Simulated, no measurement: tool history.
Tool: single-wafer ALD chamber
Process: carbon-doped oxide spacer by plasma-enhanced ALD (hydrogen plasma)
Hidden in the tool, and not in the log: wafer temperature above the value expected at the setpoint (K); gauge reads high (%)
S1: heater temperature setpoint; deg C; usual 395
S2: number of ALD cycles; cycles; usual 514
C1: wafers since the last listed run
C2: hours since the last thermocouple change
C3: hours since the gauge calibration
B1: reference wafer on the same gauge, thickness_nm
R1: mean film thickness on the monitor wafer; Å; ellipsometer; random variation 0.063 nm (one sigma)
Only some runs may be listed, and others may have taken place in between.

{"run": 1, "hour": 0.0, "S1": 395, "S2": 514, "C1": 0, "C2": 766.7, "C3": 667.7, "B1": 22.191, "R1": 253.53}
{"run": 2, "hour": 35.8, "S1": 395, "S2": 514, "C1": 27, "C2": 802.5, "C3": 703.5, "B1": 22.199, "R1": 251.99}
{"run": 3, "hour": 58.5, "S1": 395, "S2": 514, "C1": 17, "C2": 825.2, "C3": 726.2, "B1": 22.194, "R1": 253.34}
{"run": 4, "hour": 74.5, "S1": 395, "S2": 492, "C1": 12, "C2": 841.2, "C3": 742.2, "B1": 22.195, "R1": 242.37}
{"run": 5, "hour": 87.0, "S1": 395, "S2": 492, "C1": 9, "C2": 853.7, "C3": 754.7, "B1": 22.203, "R1": 241.5}
{"run": 6, "hour": 109.0, "S1": 395, "S2": 492, "C1": 17, "C2": 875.7, "C3": 776.7, "B1": 22.198, "R1": 241.4}
{"run": 7, "hour": 143.4, "S1": 395, "S2": 514, "C1": 26, "C2": 910.1, "C3": 811.1, "B1": 22.198, "R1": 253.97}
{"run": 8, "hour": 159.8, "S1": 395, "S2": 514, "C1": 12, "C2": 926.5, "C3": 827.5, "B1": 22.219, "R1": 252.6}
{"run": 9, "hour": 191.5, "S1": 395, "S2": 514, "C1": 24, "C2": 958.2, "C3": 859.2, "B1": 22.212, "R1": 253.25}
{"run": 10, "hour": 222.1, "S1": 395, "S2": 514, "C1": 23, "C2": 988.8, "C3": 889.8, "B1": 22.201, "R1": 252.53}
{"run": 11, "hour": 247.8, "S1": 395, "S2": 514, "C1": 19, "C2": 1014.5, "C3": 915.5, "B1": 22.209, "R1": 252.69}
{"run": 12, "hour": 270.3, "S1": 395, "S2": 514, "C1": 17, "C2": 1037.0, "C3": 938.0, "B1": 22.2, "R1": 252.58}
{"run": 13, "hour": 339.6, "S1": 395, "S2": 514, "C1": 53, "C2": 1106.3, "C3": 1007.3, "B1": 22.213, "R1": 252.76}
{"run": 14, "hour": 355.8, "S1": 395, "S2": 514, "C1": 12, "C2": 1122.5, "C3": 1023.5, "B1": 22.201, "R1": 253.6}
{"run": 15, "hour": 395.8, "S1": 387, "S2": 592, "C1": 31, "C2": 1162.5, "C3": 1063.5, "B1": 22.204, "R1": 289.7}
{"run": 16, "hour": 421.2, "S1": 387, "S2": 592, "C1": 19, "C2": 1187.9, "C3": 1088.9, "B1": 22.199, "R1": 291.38}
{"run": 17, "hour": 436.1, "S1": 387, "S2": 592, "C1": 11, "C2": 1202.8, "C3": 1103.8, "B1": 22.204, "R1": 290.32}
{"hour": 458.3, "done": "thermocouple changed; heater temperature recalibrated"}
{"run": 18, "hour": 470.9, "S1": 395, "S2": 514, "C1": 20, "C2": 12.6, "C3": 1138.6, "B1": 22.196, "R1": 252.21}
{"run": 19, "hour": 497.3, "S1": 395, "S2": 514, "C1": 20, "C2": 39.0, "C3": 1165.0, "B1": 22.194, "R1": 252.52}
{"run": 20, "hour": 578.3, "S1": 395, "S2": 514, "C1": 63, "C2": 120.0, "C3": 1246.0, "B1": 22.194, "R1": 253.44}
{"hour": 627.5, "done": "gauge calibrated"}
{"run": 21, "hour": 663.6, "S1": 409, "S2": 416, "C1": 66, "C2": 205.3, "C3": 36.1, "B1": 22.217, "R1": 197.44}
{"run": 22, "hour": 678.8, "S1": 408, "S2": 461, "C1": 11, "C2": 220.5, "C3": 51.3, "B1": 22.189, "R1": 219.31}
{"run": 23, "hour": 691.2, "S1": 400, "S2": 562, "C1": 9, "C2": 232.9, "C3": 63.7, "B1": 22.206, "R1": 277.02}
{"run": 24, "hour": 717.9, "S1": 395, "S2": 514, "C1": 20, "C2": 259.6, "C3": 90.4, "B1": 22.201, "R1": 252.91}
{"run": 25, "hour": 735.5, "S1": 388, "S2": 429, "C1": 13, "C2": 277.2, "C3": 108.0, "B1": 22.196, "R1": 210.29}
{"run": 26, "hour": 769.4, "S1": 395, "S2": 514, "C1": 26, "C2": 311.1, "C3": 141.9, "B1": 22.209, "R1": 251.87}
{"run": 27, "hour": 798.8, "S1": 395, "S2": 514, "C1": 22, "C2": 340.5, "C3": 171.3, "B1": 22.189, "R1": 252.05}
{"run": 28, "hour": 864.3, "S1": 395, "S2": 514, "C1": 50, "C2": 406.0, "C3": 236.8, "B1": 22.208, "R1": 252.56}
{"run": 29, "hour": 887.9, "S1": 381, "S2": 430, "C1": 18, "C2": 429.6, "C3": 260.4, "B1": 22.197, "R1": 211.56}
{"run": 30, "hour": 904.1, "S1": 395, "S2": 514, "C1": 12, "C2": 445.8, "C3": 276.6, "B1": 22.195, "R1": 254.2}
{"run": 31, "hour": 926.3, "S1": 383, "S2": 556, "C1": 17, "C2": 468.0, "C3": 298.8, "B1": 22.193, "R1": 274.24}
{"run": 32, "hour": 959.0, "S1": 395, "S2": 542, "C1": 25, "C2": 500.7, "C3": 331.5, "B1": 22.199, "R1": 266.37}
{"run": 33, "hour": 1025.3, "S1": 389, "S2": 616, "C1": 51, "C2": 567.0, "C3": 397.8, "B1": 22.215, "R1": 302.83}
{"run": 34, "hour": 1045.6, "S1": 395, "S2": 607, "C1": 15, "C2": 587.3, "C3": 418.1, "B1": 22.201, "R1": 299.53}
{"run": 35, "hour": 1077.4, "S1": 409, "S2": 603, "C1": 24, "C2": 619.1, "C3": 449.9, "B1": 22.21, "R1": 284.97}
{"run": 36, "hour": 1093.2, "S1": 382, "S2": 416, "C1": 12, "C2": 634.9, "C3": 465.7, "B1": 22.195, "R1": 204.01}
{"run": 37, "hour": 1120.2, "S1": 395, "S2": 429, "C1": 21, "C2": 661.9, "C3": 492.7, "B1": 22.203, "R1": 211.35}
{"run": 38, "hour": 1138.6, "S1": 399, "S2": 589, "C1": 14, "C2": 680.3, "C3": 511.1, "B1": 22.198, "R1": 289.5}
{"run": 39, "hour": 1156.6, "S1": 386, "S2": 480, "C1": 14, "C2": 698.3, "C3": 529.1, "B1": 22.2, "R1": 236.36}
{"run": 40, "hour": 1174.4, "S1": 409, "S2": 471, "C1": 13, "C2": 716.1, "C3": 546.9, "B1": 22.191, "R1": 223.81}

List, for all runs, the conditions of the tool that the log does not record:
wafer temperature above the value expected at the setpoint (K): 0, the same for each run
gauge reads high (%): 0, the same for each run
